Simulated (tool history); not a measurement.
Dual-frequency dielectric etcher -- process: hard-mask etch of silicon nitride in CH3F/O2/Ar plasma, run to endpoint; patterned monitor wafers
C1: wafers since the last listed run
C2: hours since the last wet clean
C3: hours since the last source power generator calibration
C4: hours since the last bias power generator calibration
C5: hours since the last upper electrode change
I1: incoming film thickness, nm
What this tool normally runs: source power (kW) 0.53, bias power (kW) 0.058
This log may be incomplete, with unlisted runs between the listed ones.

Run 1, hour 0: usual settings but source power (kW) 0.5; C1 0; C2 261; C3 1075.6; C4 3597.1; C5 3471.3; I1 47.65. Result: endpoint time (s) 65.3.
Run 2, hour 59.9: usual settings but bias power (kW) 0.067; C1 734; C2 320.9; C3 1135.5; C4 3657; C5 3531.2; I1 48.11. Result: endpoint time (s) 59.9.
Run 3, hour 96.4: usual settings but bias power (kW) 0.067; C1 447; C2 357.4; C3 1172; C4 3693.5; C5 3567.7; I1 47.74. Result: endpoint time (s) 59.2.
Run 4, hour 127.6: usual settings but bias power (kW) 0.067; C1 382; C2 388.6; C3 1203.2; C4 3724.7; C5 3598.9; I1 47.63. Result: endpoint time (s) 59.1.
Run 5, hour 162.4: usual settings; C1 426; C2 423.4; C3 1238; C4 3759.5; C5 3633.7; I1 47.68. Result: endpoint time (s) 63.4.
At hour 192.2: wet clean of the chamber.
Run 6, hour 194.5: usual settings; C1 99; C2 2.3; C3 1270.1; C4 3791.6; C5 3665.8; I1 47.34. Result: endpoint time (s) 66.1.
Run 7, hour 221.8: usual settings; C1 334; C2 29.6; C3 1297.4; C4 3818.9; C5 3693.1; I1 47.55. Result: endpoint time (s) 65.7.
Run 8, hour 273.8: usual settings but bias power (kW) 0.066; C1 637; C2 81.6; C3 1349.4; C4 3870.9; C5 3745.1; I1 47.75. Result: endpoint time (s) 61.6.
Run 9, hour 312.3: usual settings but bias power (kW) 0.066; C1 472; C2 120.1; C3 1387.9; C4 3909.4; C5 3783.6; I1 48.05. Result: endpoint time (s) 61.1.
Run 10, hour 341.9: usual settings but bias power (kW) 0.066; C1 363; C2 149.7; C3 1417.5; C4 3939; C5 3813.2; I1 47.79. Result: endpoint time (s) 60.6.
Run 11, hour 410.9: usual settings; C1 846; C2 218.7; C3 1486.5; C4 4008; C5 3882.2; I1 47.88. Result: endpoint time (s) 64.9.
Run 12, hour 463.9: usual settings; C1 650; C2 271.7; C3 1539.5; C4 4061; C5 3935.2; I1 47.91. Result: endpoint time (s) 64.9.
Run 13, hour 520.1: usual settings; C1 689; C2 327.9; C3 1595.7; C4 4117.2; C5 3991.4; I1 48.04. Result: endpoint time (s) 64.9.
Run 14, hour 559.7: usual settings but bias power (kW) 0.048; C1 485; C2 367.5; C3 1635.3; C4 4156.8; C5 4031; I1 47.77. Result: endpoint time (s) 71.7.
At hour 574.8: source power generator calibrated.
Run 15, hour 590.2: usual settings but source power (kW) 0.45, bias power (kW) 0.052; C1 325; C2 398; C3 15.4; C4 4187.3; C5 4061.5; I1 47.62. Result: endpoint time (s) 69.6.
At hour 649: wet clean of the chamber.
Run 16, hour 649.5: usual settings but bias power (kW) 0.047; C1 433; C2 0.5; C3 74.7; C4 4246.6; C5 4120.8; I1 47.57. Result: endpoint time (s) 72.6.
At hour 669.8: bias power generator calibrated.
Run 17, hour 679.8: usual settings but source power (kW) 0.44, bias power (kW) 0.066; C1 322; C2 30.8; C3 105; C4 10; C5 4151.1; I1 47.62. Result: endpoint time (s) 63.7.
Run 18, hour 732.6: usual settings; C1 647; C2 83.6; C3 157.8; C4 62.8; C5 4203.9; I1 47.68. Result: endpoint time (s) 65.6.
Run 19, hour 785.2: usual settings but source power (kW) 0.45, bias power (kW) 0.071; C1 645; C2 136.2; C3 210.4; C4 115.4; C5 4256.5; I1 47.99. Result: endpoint time (s) 61.3.
Run 20, hour 813.1: usual settings; C1 342; C2 164.1; C3 238.3; C4 143.3; C5 4284.4; I1 48.24. Result: endpoint time (s) 65.3.
Run 21, hour 838.9: usual settings; C1 316; C2 189.9; C3 264.1; C4 169.1; C5 4310.2; I1 47.65. Result: endpoint time (s) 64.7.
Run 22, hour 864.8: usual settings but source power (kW) 0.46, bias power (kW) 0.046; C1 317; C2 215.8; C3 290; C4 195; C5 4336.1; I1 48.64. Result: endpoint time (s) 76.3.
At hour 919: upper electrode replaced.
Run 23, hour 919.5: usual settings; C1 376; C2 270.5; C3 344.7; C4 249.7; C5 0.5; I1 47.59. Result: endpoint time (s) 63.6.
Run 24, hour 1084.3: usual settings but source power (kW) 0.56, bias power (kW) 0.071; C1 2021; C2 435.3; C3 509.5; C4 414.5; C5 165.3; I1 47.88. Result: endpoint time (s) 56.8.
At hour 1117.1: wet clean of the chamber.
Run 25, hour 1252.9: usual settings but source power (kW) 0.63, bias power (kW) 0.054; C1 1774; C2 135.8; C3 678.1; C4 583.1; C5 333.9; I1 47.83. Result: endpoint time (s) 65.2.
Run 26, hour 1314.1: usual settings but source power (kW) 0.46, bias power (kW) 0.07; C1 750; C2 197; C3 739.3; C4 644.3; C5 395.1; I1 47.78. Result: endpoint time (s) 61.
Run 27, hour 1343.8: usual settings but source power (kW) 0.61; C1 364; C2 226.7; C3 769; C4 674; C5 424.8; I1 48.53. Result: endpoint time (s) 63.9.
Run 28, hour 1399.7: usual settings but source power (kW) 0.64, bias power (kW) 0.051; C1 685; C2 282.6; C3 824.9; C4 729.9; C5 480.7; I1 48.07. Result: endpoint time (s) 66.8.
Run 29, hour 1452.1: usual settings; C1 642; C2 335; C3 877.3; C4 782.3; C5 533.1; I1 47.81. Result: endpoint time (s) 64.6.
Run 30, hour 1480.4: usual settings but source power (kW) 0.6, bias power (kW) 0.069; C1 347; C2 363.3; C3 905.6; C4 810.6; C5 561.4; I1 48.3. Result: endpoint time (s) 58.9.
Run 31, hour 1523.7: usual settings but bias power (kW) 0.045; C1 531; C2 406.6; C3 948.9; C4 853.9; C5 604.7; I1 47.94. Result: endpoint time (s) 73.8.
At hour 1572.7: wet clean of the chamber.
Run 32, hour 1583.9: usual settings but source power (kW) 0.59, bias power (kW) 0.052; C1 444; C2 11.2; C3 1009.1; C4 914.1; C5 664.9; I1 47.49. Result: endpoint time (s) 67.
Run 33, hour 1636.6: usual settings but source power (kW) 0.59, bias power (kW) 0.065; C1 646; C2 63.9; C3 1061.8; C4 966.8; C5 717.6; I1 48.16. Result: endpoint time (s) 60.2.
Run 34, hour 1685.4: usual settings but source power (kW) 0.65; C1 598; C2 112.7; C3 1110.6; C4 1015.6; C5 766.4; I1 47.39. Result: endpoint time (s) 61.
Run 35, hour 1751.6: usual settings but bias power (kW) 0.046; C1 812; C2 178.9; C3 1176.8; C4 1081.8; C5 832.6; I1 48.18. Result: endpoint time (s) 72.7.

What differs in the tool's unlogged condition from the final listed run ahead of each entry between runs to the first listed run following it?
Logged between run 5 and run 6: wet clean of the chamber (hour 192.2)
  etch rate over this chamber's usual, %: 2.97 -> -0.472
  difference, measured minus the result without the unlogged condition, endpoint time (s): -1.9 -> +0.3
Logged between run 14 and run 15: source power generator calibrated (hour 574.8)
  etch rate over this chamber's usual, %: 2.07 -> 2.28
  difference, measured minus the result without the unlogged condition, endpoint time (s): -1.5 -> -1.6
Logged between run 15 and run 16: wet clean of the chamber (hour 649)
  etch rate over this chamber's usual, %: 2.28 -> 0.124
  difference, measured minus the result without the unlogged condition, endpoint time (s): -1.6 -> -0.1
Logged between run 16 and run 17: bias power generator calibrated (hour 669.8)
  etch rate over this chamber's usual, %: 0.124 -> 0.335
  difference, measured minus the result without the unlogged condition, endpoint time (s): -0.1 -> -0.2
Logged between run 22 and run 23: upper electrode replaced (hour 919)
  etch rate over this chamber's usual, %: 1.62 -> 2
  difference, measured minus the result without the unlogged condition, endpoint time (s): -1.2 -> -1.3
Logged between run 24 and run 25: wet clean of the chamber (hour 1117.1)
  etch rate over this chamber's usual, %: 3.15 -> 0.427
  difference, measured minus the result without the unlogged condition, endpoint time (s): -1.8 -> -0.2
Logged between run 31 and run 32: wet clean of the chamber (hour 1572.7)
  etch rate over this chamber's usual, %: 2.31 -> 1.02
  difference, measured minus the result without the unlogged condition, endpoint time (s): -1.7 -> -0.6
